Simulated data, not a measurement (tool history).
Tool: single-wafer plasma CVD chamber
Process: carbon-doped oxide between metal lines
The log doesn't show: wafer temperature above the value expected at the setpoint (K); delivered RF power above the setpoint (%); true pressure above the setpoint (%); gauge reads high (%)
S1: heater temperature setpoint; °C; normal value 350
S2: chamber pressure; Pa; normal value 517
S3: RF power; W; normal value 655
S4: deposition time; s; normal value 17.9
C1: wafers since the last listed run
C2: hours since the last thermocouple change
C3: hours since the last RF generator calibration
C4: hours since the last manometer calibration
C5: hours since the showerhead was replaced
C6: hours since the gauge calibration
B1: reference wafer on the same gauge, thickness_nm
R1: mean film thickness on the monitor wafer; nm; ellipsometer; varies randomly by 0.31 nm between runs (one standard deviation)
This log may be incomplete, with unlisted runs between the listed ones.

| run | hour | S1 | S2 | S3 | S4 | C1 | C2 | C3 | C4 | C5 | C6 | B1 | R1 |
|---|---|---|---|---|---|---|---|---|---|---|---|---|---|
| 1 | 0 | 350 | 517 | 655 | 17.9 | 0 | 554.3 | 1671.2 | 1061.7 | 3641.7 | 1134.1 | 97.06 | 106.828 |
| 2 | 77.1 | 350 | 517 | 655 | 17.9 | 2285 | 631.4 | 1748.3 | 1138.8 | 3718.8 | 1211.2 | 97.057 | 106.085 |
|  | 138 | capacitance manometer re-zeroed and calibrated |
| 3 | 138.5 | 350 | 517 | 655 | 17.9 | 1582 | 692.8 | 1809.7 | 0.5 | 3780.2 | 1272.6 | 97.056 | 105.985 |
| 4 | 232 | 350 | 517 | 655 | 17.9 | 2771 | 786.3 | 1903.2 | 94 | 3873.7 | 1366.1 | 97.031 | 106.029 |
| 5 | 302.8 | 350 | 517 | 655 | 17.9 | 2098 | 857.1 | 1974 | 164.8 | 3944.5 | 1436.9 | 96.833 | 105.85 |
| 6 | 364.9 | 350 | 616 | 655 | 17.9 | 1840 | 919.2 | 2036.1 | 226.9 | 4006.6 | 1499 | 97.035 | 107.294 |
| 7 | 443.1 | 350 | 616 | 655 | 17.9 | 2317 | 997.4 | 2114.3 | 305.1 | 4084.8 | 1577.2 | 97.065 | 106.977 |
|  | 457.3 | showerhead replaced |
| 8 | 522.9 | 350 | 517 | 610 | 16.8 | 2127 | 1077.2 | 2194.1 | 384.9 | 65.6 | 1657 | 97.092 | 96.281 |
|  | 548.6 | RF generator calibrated |
| 9 | 560.6 | 350 | 517 | 610 | 16.8 | 880 | 1114.9 | 12 | 422.6 | 103.3 | 1694.7 | 97.046 | 97.93 |
| 10 | 659.8 | 350 | 517 | 655 | 17.9 | 2940 | 1214.1 | 111.2 | 521.8 | 202.5 | 1793.9 | 97.039 | 106.8 |
| 11 | 723.6 | 350 | 517 | 655 | 17.9 | 1890 | 1277.9 | 175 | 585.6 | 266.3 | 1857.7 | 97.04 | 106.852 |
| 12 | 808.6 | 350 | 600 | 695 | 17.9 | 2519 | 1362.9 | 260 | 670.6 | 351.3 | 1942.7 | 96.994 | 110.186 |
| 13 | 903.4 | 350 | 517 | 655 | 14.4 | 2809 | 1457.7 | 354.8 | 765.4 | 446.1 | 2037.5 | 96.885 | 85.872 |
| 14 | 970 | 350 | 517 | 655 | 17.9 | 1973 | 1524.3 | 421.4 | 832 | 512.7 | 2104.1 | 96.878 | 105.667 |
| 15 | 1012.8 | 354 | 589 | 595 | 17.9 | 1268 | 1567.1 | 464.2 | 874.8 | 555.5 | 2146.9 | 96.973 | 102.103 |
|  | 1108.3 | gauge calibrated |
| 16 | 1113.1 | 340 | 421 | 655 | 16.6 | 2972 | 1667.4 | 564.5 | 975.1 | 655.8 | 4.8 | 96.884 | 99.106 |
|  | 1163.9 | thermocouple changed; heater temperature recalibrated |
| 17 | 1186.6 | 350 | 483 | 655 | 20.1 | 1941 | 22.7 | 638 | 1048.6 | 729.3 | 78.3 | 97.045 | 119.35 |
|  | 1258.7 | capacitance manometer re-zeroed and calibrated |
| 18 | 1310 | 350 | 517 | 655 | 17.9 | 3420 | 146.1 | 761.4 | 51.3 | 852.7 | 201.7 | 97.05 | 107.022 |
| 19 | 1374.6 | 350 | 615 | 620 | 15.6 | 1914 | 210.7 | 826 | 115.9 | 917.3 | 266.3 | 97.011 | 92.57 |
| 20 | 1412.6 | 350 | 517 | 655 | 17.9 | 1126 | 248.7 | 864 | 153.9 | 955.3 | 304.3 | 96.993 | 106.712 |
| 21 | 1560.8 | 350 | 605 | 570 | 16.5 | 4392 | 396.9 | 1012.2 | 302.1 | 1103.5 | 452.5 | 97.016 | 94.583 |
| 22 | 1650.1 | 337 | 463 | 530 | 19.4 | 2646 | 486.2 | 1101.5 | 391.4 | 1192.8 | 541.8 | 97.054 | 109.631 |
| 23 | 1766.6 | 350 | 517 | 655 | 15.9 | 3452 | 602.7 | 1218 | 507.9 | 1309.3 | 658.3 | 97.049 | 95.269 |
| 24 | 1874.5 | 350 | 517 | 610 | 16.8 | 3197 | 710.6 | 1325.9 | 615.8 | 1417.2 | 766.2 | 96.975 | 97.387 |

Run 25 comes next. What will it give?
| 25 | 1946.1 | 350 | 517 | 655 | 17.9 | 2122 | 782.2 | 1397.5 | 687.4 | 1488.8 | 837.8 | ? | ? |

B1: 96.947
R1: 106.454 nm
Were there no unlogged condition in the tool, this run, its random variation unchanged, would have produced R1 107.468 nm.

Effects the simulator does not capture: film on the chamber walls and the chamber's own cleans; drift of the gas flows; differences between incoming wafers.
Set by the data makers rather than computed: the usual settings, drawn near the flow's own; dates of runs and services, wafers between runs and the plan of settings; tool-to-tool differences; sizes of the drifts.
